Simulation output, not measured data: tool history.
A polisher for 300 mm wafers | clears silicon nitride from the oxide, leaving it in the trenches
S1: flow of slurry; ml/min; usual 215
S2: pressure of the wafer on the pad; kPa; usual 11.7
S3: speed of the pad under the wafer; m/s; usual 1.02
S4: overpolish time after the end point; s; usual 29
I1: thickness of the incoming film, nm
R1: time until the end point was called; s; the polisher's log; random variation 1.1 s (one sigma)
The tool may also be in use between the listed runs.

{"run": 1, "hour": 0.0, "S1": 215, "S2": 11.7, "S3": 1.02, "S4": 29, "I1": 69.4, "R1": 131.7}
{"run": 2, "hour": 22.2, "S1": 215, "S2": 11.7, "S3": 1.02, "S4": 29, "I1": 71, "R1": 132.5}
{"run": 3, "hour": 52.2, "S1": 215, "S2": 11.7, "S3": 1.02, "S4": 29, "I1": 70.4, "R1": 134.4}
{"run": 4, "hour": 70.8, "S1": 215, "S2": 11.7, "S3": 1.02, "S4": 29, "I1": 70.1, "R1": 132.9}
{"hour": 91.6, "done": "worn pad replaced by a new one"}
{"run": 5, "hour": 104.5, "S1": 215, "S2": 11.7, "S3": 1.02, "S4": 29, "I1": 69.8, "R1": 133.8}
{"run": 6, "hour": 121.2, "S1": 215, "S2": 11.7, "S3": 1.02, "S4": 29, "I1": 70.8, "R1": 134.8}
{"run": 7, "hour": 149.3, "S1": 215, "S2": 11.7, "S3": 1.02, "S4": 29, "I1": 70.7, "R1": 136.7}
{"run": 8, "hour": 164.7, "S1": 215, "S2": 11.7, "S3": 1.02, "S4": 29, "I1": 70.1, "R1": 134.2}
{"run": 9, "hour": 194.7, "S1": 215, "S2": 11.7, "S3": 1.02, "S4": 29, "I1": 69.4, "R1": 135}
{"run": 10, "hour": 216.5, "S1": 215, "S2": 11.7, "S3": 1.02, "S4": 29, "I1": 70.4, "R1": 133.2}
{"run": 11, "hour": 251.7, "S1": 215, "S2": 11.7, "S3": 1.02, "S4": 29, "I1": 70.3, "R1": 135.8}
{"hour": 319.7, "done": "worn pad replaced by a new one"}
{"run": 12, "hour": 320.2, "S1": 215, "S2": 11.7, "S3": 0.7, "S4": 36, "I1": 69.7, "R1": 174.8}
{"run": 13, "hour": 338.3, "S1": 245, "S2": 15.2, "S3": 1.32, "S4": 29, "I1": 70.6, "R1": 86.1}
{"hour": 357.5, "done": "slurry nozzle cleaned"}
{"run": 14, "hour": 360.0, "S1": 215, "S2": 10.3, "S3": 0.7, "S4": 29, "I1": 70.6, "R1": 176.9}
{"run": 15, "hour": 391.2, "S1": 160, "S2": 11.7, "S3": 1.02, "S4": 14, "I1": 69.8, "R1": 128.9}
{"hour": 394.0, "done": "head pressure recalibrated"}
{"run": 16, "hour": 416.3, "S1": 255, "S2": 11.7, "S3": 1.02, "S4": 29, "I1": 70.6, "R1": 121.6}
{"run": 17, "hour": 447.5, "S1": 215, "S2": 8.3, "S3": 1.02, "S4": 29, "I1": 69.7, "R1": 164.7}
{"run": 18, "hour": 465.2, "S1": 215, "S2": 11.7, "S3": 1.02, "S4": 29, "I1": 69.2, "R1": 122.2}
{"run": 19, "hour": 500.1, "S1": 245, "S2": 11.7, "S3": 0.88, "S4": 45, "I1": 69.6, "R1": 136.4}
{"run": 20, "hour": 528.3, "S1": 215, "S2": 11.7, "S3": 1.02, "S4": 29, "I1": 70.2, "R1": 125.2}
{"run": 21, "hour": 550.3, "S1": 215, "S2": 11.7, "S3": 1.26, "S4": 43, "I1": 70.1, "R1": 106.6}
{"hour": 555.6, "done": "worn pad replaced by a new one"}
{"run": 22, "hour": 574.8, "S1": 215, "S2": 8.3, "S3": 1.14, "S4": 29, "I1": 70.5, "R1": 158.3}
{"run": 23, "hour": 609.1, "S1": 190, "S2": 11.7, "S3": 0.92, "S4": 21, "I1": 70, "R1": 141.5}
{"run": 24, "hour": 632.0, "S1": 280, "S2": 15.2, "S3": 0.9, "S4": 22, "I1": 69.2, "R1": 104.5}
{"run": 25, "hour": 658.7, "S1": 255, "S2": 9, "S3": 1.02, "S4": 18, "I1": 70.8, "R1": 160.1}
{"run": 26, "hour": 671.1, "S1": 215, "S2": 11.7, "S3": 1.02, "S4": 29, "I1": 70.7, "R1": 131.5}
{"run": 27, "hour": 699.0, "S1": 215, "S2": 11.7, "S3": 1.3, "S4": 22, "I1": 70.6, "R1": 108.9}
{"run": 28, "hour": 726.5, "S1": 145, "S2": 11.7, "S3": 1.02, "S4": 29, "I1": 69.7, "R1": 143.9}
{"run": 29, "hour": 750.8, "S1": 155, "S2": 11.7, "S3": 1.14, "S4": 29, "I1": 69.7, "R1": 132.6}
{"run": 30, "hour": 775.0, "S1": 215, "S2": 11.7, "S3": 1.02, "S4": 29, "I1": 70.5, "R1": 133.3}
{"run": 31, "hour": 794.6, "S1": 240, "S2": 11.7, "S3": 1.02, "S4": 18, "I1": 69.4, "R1": 128.3}
{"run": 32, "hour": 820.7, "S1": 215, "S2": 11.7, "S3": 1.02, "S4": 22, "I1": 71.3, "R1": 135.6}
{"hour": 827.1, "done": "worn pad replaced by a new one"}
{"run": 33, "hour": 833.5, "S1": 215, "S2": 8.3, "S3": 1.16, "S4": 13, "I1": 70.6, "R1": 164.8}
{"run": 34, "hour": 867.6, "S1": 215, "S2": 11.7, "S3": 1.24, "S4": 29, "I1": 69.3, "R1": 114.7}
{"run": 35, "hour": 906.4, "S1": 245, "S2": 9.7, "S3": 1.24, "S4": 36, "I1": 71.2, "R1": 135.3}
{"run": 36, "hour": 918.7, "S1": 215, "S2": 11.7, "S3": 1.02, "S4": 29, "I1": 70.3, "R1": 134.1}

The tool's hidden state at each run:
removal rate lost through wear of the pad, %: 0 in every run
deviation of the head's pressure from its setpoint, %: 0 in every run
H1: slurry flow missing at the pad, %
run=1 H1=39.5
run=2 H1=40.3
run=3 H1=41.3
run=4 H1=41.9
run=5 H1=42.8
run=6 H1=43.2
run=7 H1=43.9
run=8 H1=44.2
run=9 H1=44.8
run=10 H1=45.2
run=11 H1=45.7
run=12 H1=46.6
run=13 H1=46.8
run=14 H1=6.44
run=15 H1=11.2
run=16 H1=14.7
run=17 H1=18.5
run=18 H1=20.5
run=19 H1=24
run=20 H1=26.6
run=21 H1=28.3
run=22 H1=30.1
run=23 H1=32.4
run=24 H1=33.8
run=25 H1=35.2
run=26 H1=35.8
run=27 H1=37.1
run=28 H1=38.2
run=29 H1=39.1
run=30 H1=39.9
run=31 H1=40.5
run=32 H1=41.3
run=33 H1=41.6
run=34 H1=42.4
run=35 H1=43.2
run=36 H1=43.5
